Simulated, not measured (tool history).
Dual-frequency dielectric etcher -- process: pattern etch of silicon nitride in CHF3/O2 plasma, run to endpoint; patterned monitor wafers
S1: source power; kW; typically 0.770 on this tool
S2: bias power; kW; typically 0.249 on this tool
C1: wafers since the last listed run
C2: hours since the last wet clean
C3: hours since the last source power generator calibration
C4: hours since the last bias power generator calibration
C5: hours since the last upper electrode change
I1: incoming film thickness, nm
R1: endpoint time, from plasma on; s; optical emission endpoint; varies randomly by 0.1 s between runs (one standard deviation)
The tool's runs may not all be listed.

Run 1, hour 0.0: usual settings; C1 0; C2 142.7; C3 4575.4; C4 1850.6; C5 5391.5; I1 59.0. Result: R1 29.9 s.
Run 2, hour 18.4: usual settings; C1 157; C2 161.1; C3 4593.8; C4 1869.0; C5 5409.9; I1 59.0. Result: R1 29.8 s.
Run 3, hour 45.7: usual settings; C1 233; C2 188.4; C3 4621.1; C4 1896.3; C5 5437.2; I1 58.8. Result: R1 29.8 s.
Run 4, hour 142.0: usual settings; C1 823; C2 284.7; C3 4717.4; C4 1992.6; C5 5533.5; I1 58.4. Result: R1 29.5 s.
Run 5, hour 154.2: usual settings; C1 104; C2 296.9; C3 4729.6; C4 2004.8; C5 5545.7; I1 58.7. Result: R1 29.8 s.
Run 6, hour 184.1: usual settings but S2 0.294 kW; C1 255; C2 326.8; C3 4759.5; C4 2034.7; C5 5575.6; I1 58.9. Result: R1 27.9 s.
Run 7, hour 199.5: usual settings; C1 131; C2 342.2; C3 4774.9; C4 2050.1; C5 5591.0; I1 58.8. Result: R1 29.9 s.
At hour 235.6: wet clean of the chamber.
Run 8, hour 236.1: usual settings but S1 0.690 kW, S2 0.226 kW; C1 107; C2 0.5; C3 4811.5; C4 2086.7; C5 5627.6; I1 58.9. Result: R1 32.4 s.
Run 9, hour 238.7: usual settings but S1 0.690 kW, S2 0.226 kW; C1 22; C2 3.1; C3 4814.1; C4 2089.3; C5 5630.2; I1 59.0. Result: R1 32.2 s.
Run 10, hour 270.5: usual settings but S1 0.690 kW, S2 0.226 kW; C1 271; C2 34.9; C3 4845.9; C4 2121.1; C5 5662.0; I1 59.0. Result: R1 32.6 s.
Run 11, hour 291.8: usual settings but S2 0.228 kW; C1 182; C2 56.2; C3 4867.2; C4 2142.4; C5 5683.3; I1 59.1. Result: R1 31.1 s.
At hour 316.2: source power generator calibrated.
Run 12, hour 322.2: usual settings but S1 0.910 kW, S2 0.197 kW; C1 225; C2 86.6; C3 6.0; C4 2172.8; C5 5713.7; I1 59.1. Result: R1 30.8 s.
Run 13, hour 336.4: usual settings but S1 0.690 kW, S2 0.292 kW; C1 121; C2 100.8; C3 20.2; C4 2187.0; C5 5727.9; I1 58.5. Result: R1 28.9 s.
Run 14, hour 366.6: usual settings but S1 0.880 kW, S2 0.192 kW; C1 258; C2 131.0; C3 50.4; C4 2217.2; C5 5758.1; I1 58.0. Result: R1 31.2 s.
Run 15, hour 400.3: usual settings but S1 0.960 kW, S2 0.228 kW; C1 288; C2 164.7; C3 84.1; C4 2250.9; C5 5791.8; I1 59.1. Result: R1 28.7 s.
At hour 418.0: bias power generator calibrated.
At hour 436.4: upper electrode replaced.
Run 16, hour 436.9: usual settings; C1 121; C2 201.3; C3 120.7; C4 18.9; C5 0.5; I1 59.0. Result: R1 29.7 s.
Run 17, hour 455.0: usual settings but S1 0.870 kW, S2 0.279 kW; C1 154; C2 219.4; C3 138.8; C4 37.0; C5 18.6; I1 59.1. Result: R1 27.3 s.
Run 18, hour 475.9: usual settings but S1 0.950 kW, S2 0.280 kW; C1 178; C2 240.3; C3 159.7; C4 57.9; C5 39.5; I1 58.8. Result: R1 26.4 s.
Run 19, hour 494.1: usual settings; C1 155; C2 258.5; C3 177.9; C4 76.1; C5 57.7; I1 58.8. Result: R1 29.7 s.
Run 20, hour 516.7: usual settings but S1 0.900 kW; C1 193; C2 281.1; C3 200.5; C4 98.7; C5 80.3; I1 58.4. Result: R1 28.0 s.
At hour 553.2: wet clean of the chamber.
Run 21, hour 553.7: usual settings but S1 0.870 kW, S2 0.301 kW; C1 111; C2 0.5; C3 237.5; C4 135.7; C5 117.3; I1 59.4. Result: R1 26.7 s.
Run 22, hour 577.6: usual settings but S1 0.950 kW, S2 0.285 kW; C1 204; C2 24.4; C3 261.4; C4 159.6; C5 141.2; I1 58.9. Result: R1 26.2 s.

What if the next run were any one of these 4? Each begins from the tool's condition after run 22:
Run A, hour 578.0: usual settings but S1 0.660 kW; C1 3; C2 24.8; C3 261.8; C4 160.0; C5 141.6; I1 58.9. Result: R1 ?.
Run B, hour 578.0: usual settings but S2 0.284 kW; C1 3; C2 24.8; C3 261.8; C4 160.0; C5 141.6; I1 58.9. Result: R1 ?.
Run C, hour 578.0: usual settings but S1 0.920 kW, S2 0.199 kW; C1 3; C2 24.8; C3 261.8; C4 160.0; C5 141.6; I1 58.9. Result: R1 ?.
Run D, hour 578.0: usual settings but S1 0.860 kW, S2 0.295 kW; C1 3; C2 24.8; C3 261.8; C4 160.0; C5 141.6; I1 58.9. Result: R1 ?.

run    R1
  A  31.7
  B  28.4
  C  30.7
  D  26.8
Had the tool no hidden state, the same runs would have come out as:
run    R1
  A  31.7
  B  28.4
  C  30.7
  D  26.8
